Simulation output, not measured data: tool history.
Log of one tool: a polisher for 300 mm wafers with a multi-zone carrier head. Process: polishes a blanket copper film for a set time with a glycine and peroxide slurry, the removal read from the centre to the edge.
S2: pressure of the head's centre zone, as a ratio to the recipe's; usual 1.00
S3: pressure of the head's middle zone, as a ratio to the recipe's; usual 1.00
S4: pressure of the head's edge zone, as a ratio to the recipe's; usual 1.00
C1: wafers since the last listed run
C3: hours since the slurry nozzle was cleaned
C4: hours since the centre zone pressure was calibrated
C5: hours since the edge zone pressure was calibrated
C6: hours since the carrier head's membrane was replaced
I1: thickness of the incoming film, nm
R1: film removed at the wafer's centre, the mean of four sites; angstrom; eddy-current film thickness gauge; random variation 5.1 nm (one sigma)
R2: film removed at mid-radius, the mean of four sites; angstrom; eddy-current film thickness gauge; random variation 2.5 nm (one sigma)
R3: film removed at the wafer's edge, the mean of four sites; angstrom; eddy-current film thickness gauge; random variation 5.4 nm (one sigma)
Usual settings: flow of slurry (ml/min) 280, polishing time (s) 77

{"run": 1, "day": 0.0, "flow of slurry (ml/min)": 305, "S2": 1.07, "S3": 1.0, "S4": 1.0, "polishing time (s)": 77, "C1": 0, "wafers polished on this pad": 223, "C3": 36.4, "C4": 697.3, "C5": 461.8, "C6": 1597.4, "I1": 1637.3, "R1": 4622, "R2": 3924, "R3": 4074}
{"run": 2, "day": 1.396, "flow of slurry (ml/min)": 280, "S2": 1.0, "S3": 1.0, "S4": 1.0, "polishing time (s)": 77, "C1": 198, "wafers polished on this pad": 421, "C3": 69.9, "C4": 730.8, "C5": 495.3, "C6": 1630.9, "I1": 1672.1, "R1": 4189, "R2": 3886, "R3": 4060}
{"run": 3, "day": 3.338, "flow of slurry (ml/min)": 280, "S2": 1.0, "S3": 1.0, "S4": 1.0, "polishing time (s)": 77, "C1": 275, "wafers polished on this pad": 697, "C3": 116.5, "C4": 777.4, "C5": 541.9, "C6": 1677.5, "I1": 1645.2, "R1": 4181, "R2": 3934, "R3": 4068}
{"run": 4, "day": 4.908, "flow of slurry (ml/min)": 280, "S2": 1.0, "S3": 1.0, "S4": 1.0, "polishing time (s)": 77, "C1": 223, "wafers polished on this pad": 920, "C3": 154.2, "C4": 815.1, "C5": 579.6, "C6": 1715.2, "I1": 1668.2, "R1": 4254, "R2": 3945, "R3": 4035}
{"day": 5.975, "done": "worn pad replaced by a new one"}
{"run": 5, "day": 6.317, "flow of slurry (ml/min)": 280, "S2": 0.94, "S3": 1.0, "S4": 1.0, "polishing time (s)": 77, "C1": 176, "wafers polished on this pad": 48, "C3": 188.0, "C4": 848.9, "C5": 613.4, "C6": 1749.0, "I1": 1688.2, "R1": 3988, "R2": 3909, "R3": 4034}
{"day": 7.962, "done": "carrier head's membrane replaced by a new one"}
{"day": 7.975, "done": "centre zone pressure recalibrated"}
{"run": 6, "day": 8.042, "flow of slurry (ml/min)": 280, "S2": 1.0, "S3": 1.0, "S4": 1.0, "polishing time (s)": 77, "C1": 213, "wafers polished on this pad": 261, "C3": 229.4, "C4": 1.6, "C5": 654.8, "C6": 1.9, "I1": 1659.7, "R1": 4399, "R2": 3943, "R3": 4089}
{"run": 7, "day": 9.988, "flow of slurry (ml/min)": 280, "S2": 1.0, "S3": 1.0, "S4": 1.0, "polishing time (s)": 77, "C1": 276, "wafers polished on this pad": 538, "C3": 276.1, "C4": 48.3, "C5": 701.5, "C6": 48.6, "I1": 1644.8, "R1": 4449, "R2": 3906, "R3": 4104}
{"day": 11.767, "done": "centre zone pressure recalibrated, repeated, since the last time left the tool worse"}
{"run": 8, "day": 12.5, "flow of slurry (ml/min)": 305, "S2": 1.07, "S3": 1.0, "S4": 1.0, "polishing time (s)": 77, "C1": 344, "wafers polished on this pad": 882, "C3": 336.4, "C4": 17.6, "C5": 761.8, "C6": 108.9, "I1": 1650.1, "R1": 4249, "R2": 3945, "R3": 4040}
{"day": 12.921, "done": "worn pad replaced by a new one"}
{"day": 13.7, "done": "edge zone pressure recalibrated"}
{"run": 9, "day": 13.825, "flow of slurry (ml/min)": 280, "S2": 1.11, "S3": 1.0, "S4": 1.07, "polishing time (s)": 77, "C1": 152, "wafers polished on this pad": 116, "C3": 368.2, "C4": 49.4, "C5": 3.0, "C6": 140.7, "I1": 1689.7, "R1": 4365, "R2": 3924, "R3": 4156}
{"run": 10, "day": 15.075, "flow of slurry (ml/min)": 330, "S2": 1.0, "S3": 1.04, "S4": 0.9, "polishing time (s)": 60, "C1": 177, "wafers polished on this pad": 294, "C3": 398.2, "C4": 79.4, "C5": 33.0, "C6": 170.7, "I1": 1641.9, "R1": 3126, "R2": 3193, "R3": 3063}
{"day": 16.292, "done": "slurry nozzle cleaned"}
{"run": 11, "day": 16.733, "flow of slurry (ml/min)": 280, "S2": 1.0, "S3": 1.0, "S4": 1.0, "polishing time (s)": 77, "C1": 229, "wafers polished on this pad": 523, "C3": 10.6, "C4": 119.2, "C5": 72.8, "C6": 210.5, "I1": 1659.9, "R1": 3890, "R2": 3947, "R3": 4120}
{"run": 12, "day": 19.217, "flow of slurry (ml/min)": 280, "S2": 0.95, "S3": 1.0, "S4": 1.0, "polishing time (s)": 77, "C1": 352, "wafers polished on this pad": 876, "C3": 70.2, "C4": 178.8, "C5": 132.4, "C6": 270.1, "I1": 1642.6, "R1": 3759, "R2": 3862, "R3": 4031}
{"day": 19.888, "done": "worn pad replaced by a new one"}
{"run": 13, "day": 20.529, "flow of slurry (ml/min)": 280, "S2": 1.12, "S3": 1.0, "S4": 1.12, "polishing time (s)": 70, "C1": 162, "wafers polished on this pad": 90, "C3": 101.7, "C4": 210.3, "C5": 163.9, "C6": 301.6, "I1": 1644.9, "R1": 4102, "R2": 3556, "R3": 3956}
{"run": 14, "day": 22.125, "flow of slurry (ml/min)": 280, "S2": 1.0, "S3": 1.09, "S4": 1.0, "polishing time (s)": 91, "C1": 226, "wafers polished on this pad": 317, "C3": 140.0, "C4": 248.6, "C5": 202.2, "C6": 339.9, "I1": 1630.4, "R1": 4667, "R2": 4994, "R3": 4738}

Forecast each of these 5 alternatives for the next run:
{"run": "A", "day": 22.142, "flow of slurry (ml/min)": 280, "S2": 1.0, "S3": 1.0, "S4": 1.0, "polishing time (s)": 91, "C1": 2, "wafers polished on this pad": 319, "C3": 140.4, "C4": 249.0, "C5": 202.6, "C6": 340.3, "I1": 1677.3, "R1": "?", "R2": "?", "R3": "?"}
{"run": "B", "day": 22.142, "flow of slurry (ml/min)": 330, "S2": 1.0, "S3": 1.11, "S4": 1.0, "polishing time (s)": 66, "C1": 2, "wafers polished on this pad": 319, "C3": 140.4, "C4": 249.0, "C5": 202.6, "C6": 340.3, "I1": 1677.3, "R1": "?", "R2": "?", "R3": "?"}
{"run": "C", "day": 22.142, "flow of slurry (ml/min)": 360, "S2": 1.05, "S3": 1.0, "S4": 0.9, "polishing time (s)": 86, "C1": 2, "wafers polished on this pad": 319, "C3": 140.4, "C4": 249.0, "C5": 202.6, "C6": 340.3, "I1": 1677.3, "R1": "?", "R2": "?", "R3": "?"}
{"run": "D", "day": 22.142, "flow of slurry (ml/min)": 280, "S2": 1.1, "S3": 1.0, "S4": 1.0, "polishing time (s)": 77, "C1": 2, "wafers polished on this pad": 319, "C3": 140.4, "C4": 249.0, "C5": 202.6, "C6": 340.3, "I1": 1677.3, "R1": "?", "R2": "?", "R3": "?"}
{"run": "E", "day": 22.142, "flow of slurry (ml/min)": 375, "S2": 1.0, "S3": 0.96, "S4": 1.0, "polishing time (s)": 99, "C1": 2, "wafers polished on this pad": 319, "C3": 140.4, "C4": 249.0, "C5": 202.6, "C6": 340.3, "I1": 1677.3, "R1": "?", "R2": "?", "R3": "?"}

run=A R1=4681 R2=4661 R3=4758
run=B R1=3463 R2=3759 R3=3491
run=C R1=4776 R2=4517 R3=4362
run=D R1=4359 R2=3942 R3=4026
run=E R1=5253 R2=5042 R3=5294
Without the tool's hidden state the same runs would have given:
run=A R1=4528 R2=4662 R3=4758
run=B R1=3350 R2=3759 R3=3491
run=C R1=4621 R2=4517 R3=4362
run=D R1=4218 R2=3943 R3=4026
run=E R1=5082 R2=5043 R3=5294
